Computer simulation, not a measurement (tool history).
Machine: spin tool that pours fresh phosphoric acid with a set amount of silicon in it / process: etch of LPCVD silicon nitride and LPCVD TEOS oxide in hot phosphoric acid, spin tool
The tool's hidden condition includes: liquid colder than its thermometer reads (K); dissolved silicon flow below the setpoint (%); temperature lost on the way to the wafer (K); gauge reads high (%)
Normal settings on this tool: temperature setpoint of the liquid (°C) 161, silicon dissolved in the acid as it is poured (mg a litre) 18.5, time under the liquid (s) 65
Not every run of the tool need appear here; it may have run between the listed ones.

| run | hour | temperature setpoint of the liquid (°C) | silicon dissolved in the acid as it is poured (mg a litre) | time under the liquid (s) | wafers since the last listed run | hours since the thermometer was replaced | hours since the dissolved silicon flow meter was replaced | hours since the heated supply line was repaired | hours since the gauge calibration | read-back film thickness of the LPCVD silicon nitride reference wafer, read on the same gauge (nm) | read-back film thickness of the LPCVD TEOS oxide reference wafer, read on the same gauge (nm) | thickness taken off the LPCVD silicon nitride on a monitor wafer (nm) | thickness taken off the LPCVD TEOS oxide on a monitor wafer (nm) |
|---|---|---|---|---|---|---|---|---|---|---|---|---|---|
| 1 | 0 | 161 | 18.5 | 65 | 0 | 1324.7 | 496.1 | 2549.5 | 127.7 | 149.98 | 99.999 | 5.42 | 0.133 |
| 2 | 8.1 | 161 | 18.5 | 65 | 92 | 1332.8 | 504.2 | 2557.6 | 135.8 | 150.01 | 100.004 | 5.4 | 0.142 |
| 3 | 21.5 | 161 | 18.5 | 65 | 153 | 1346.2 | 517.6 | 2571 | 149.2 | 150 | 99.981 | 5.37 | 0.158 |
| 4 | 30 | 161 | 18.5 | 65 | 97 | 1354.7 | 526.1 | 2579.5 | 157.7 | 149.99 | 99.993 | 5.37 | 0.145 |
| 5 | 44 | 161 | 18.5 | 65 | 160 | 1368.7 | 540.1 | 2593.5 | 171.7 | 150.02 | 99.995 | 5.35 | 0.112 |
| 6 | 61.7 | 161 | 18.5 | 65 | 202 | 1386.4 | 557.8 | 2611.2 | 189.4 | 149.98 | 99.994 | 5.38 | 0.152 |
|  | 72.1 | gauge calibrated |
| 7 | 77.7 | 161 | 18.5 | 65 | 183 | 1402.4 | 573.8 | 2627.2 | 5.6 | 150 | 99.98 | 5.38 | 0.133 |
| 8 | 86.5 | 161 | 18.5 | 65 | 100 | 1411.2 | 582.6 | 2636 | 14.4 | 150.01 | 100.002 | 5.37 | 0.11 |
| 9 | 100.5 | 161 | 18.5 | 65 | 160 | 1425.2 | 596.6 | 2650 | 28.4 | 149.99 | 100.004 | 5.38 | 0.149 |
| 10 | 112.6 | 158.5 | 30.5 | 45 | 138 | 1437.3 | 608.7 | 2662.1 | 40.5 | 150 | 100.003 | 3.37 | 0.049 |
| 11 | 122 | 159 | 18.5 | 65 | 107 | 1446.7 | 618.1 | 2671.5 | 49.9 | 150.01 | 99.968 | 5.03 | 0.117 |
| 12 | 134.3 | 162 | 33.5 | 45 | 140 | 1459 | 630.4 | 2683.8 | 62.2 | 150.02 | 100.019 | 3.85 | 0.056 |
| 13 | 142.1 | 163.5 | 11.5 | 25 | 89 | 1466.8 | 638.2 | 2691.6 | 70 | 150.01 | 99.988 | 2.25 | 0.073 |
|  | 145.7 | heated supply line repaired |
|  | 151.5 | thermometer replaced |
| 14 | 156.6 | 161 | 18.5 | 65 | 143 | 5.1 | 652.7 | 10.9 | 84.5 | 150 | 100.02 | 5.99 | 0.169 |
| 15 | 169.3 | 161 | 18.5 | 65 | 145 | 17.8 | 665.4 | 23.6 | 97.2 | 150.02 | 99.973 | 5.98 | 0.171 |
| 16 | 179 | 161 | 5 | 105 | 111 | 27.5 | 675.1 | 33.3 | 106.9 | 150 | 100.014 | 9.74 | 0.421 |
| 17 | 189.2 | 159.5 | 18.5 | 30 | 116 | 37.7 | 685.3 | 43.5 | 117.1 | 149.97 | 100.012 | 2.62 | 0.073 |
|  | 201.2 | dissolved silicon flow meter replaced |
| 18 | 207 | 161 | 18.5 | 65 | 192 | 55.5 | 5.8 | 61.3 | 134.9 | 150.02 | 100.004 | 5.98 | 0.167 |
| 19 | 224.6 | 161 | 18.5 | 65 | 201 | 73.1 | 23.4 | 78.9 | 152.5 | 149.99 | 100.01 | 5.96 | 0.183 |
| 20 | 235.2 | 164 | 18.5 | 65 | 121 | 83.7 | 34 | 89.5 | 163.1 | 149.97 | 100.008 | 6.6 | 0.252 |
| 21 | 254.1 | 161 | 22.5 | 65 | 216 | 102.6 | 52.9 | 108.4 | 182 | 149.98 | 99.998 | 5.94 | 0.153 |
| 22 | 262.6 | 161 | 12.5 | 50 | 97 | 111.1 | 61.4 | 116.9 | 190.5 | 149.98 | 100.01 | 4.56 | 0.159 |

Forecast each of these 4 alternatives for the next run:
| A | 263 | 161 | 18.5 | 65 | 4 | 111.5 | 61.8 | 117.3 | 190.9 | ? | ? | ? | ? |
| B | 263 | 161 | 18.5 | 30 | 4 | 111.5 | 61.8 | 117.3 | 190.9 | ? | ? | ? | ? |
| C | 263 | 162 | 29 | 65 | 4 | 111.5 | 61.8 | 117.3 | 190.9 | ? | ? | ? | ? |
| D | 263 | 163 | 30 | 35 | 4 | 111.5 | 61.8 | 117.3 | 190.9 | ? | ? | ? | ? |

| run | read-back film thickness of the LPCVD silicon nitride reference wafer, read on the same gauge (nm) | read-back film thickness of the LPCVD TEOS oxide reference wafer, read on the same gauge (nm) | thickness taken off the LPCVD silicon nitride on a monitor wafer (nm) | thickness taken off the LPCVD TEOS oxide on a monitor wafer (nm) |
|---|---|---|---|---|
| A | 149.98 | 99.989 | 5.96 | 0.188 |
| B | 149.98 | 99.989 | 2.75 | 0.087 |
| C | 149.98 | 99.989 | 6.17 | 0.144 |
| D | 149.98 | 99.989 | 3.43 | 0.08 |
The same runs, with their run-to-run variation unchanged, on a tool lacking any hidden condition would have given:
| run | thickness taken off the LPCVD silicon nitride on a monitor wafer (nm) | thickness taken off the LPCVD TEOS oxide on a monitor wafer (nm) |
|---|---|---|
| A | 6.15 | 0.201 |
| B | 2.84 | 0.093 |
| C | 6.36 | 0.154 |
| D | 3.54 | 0.086 |

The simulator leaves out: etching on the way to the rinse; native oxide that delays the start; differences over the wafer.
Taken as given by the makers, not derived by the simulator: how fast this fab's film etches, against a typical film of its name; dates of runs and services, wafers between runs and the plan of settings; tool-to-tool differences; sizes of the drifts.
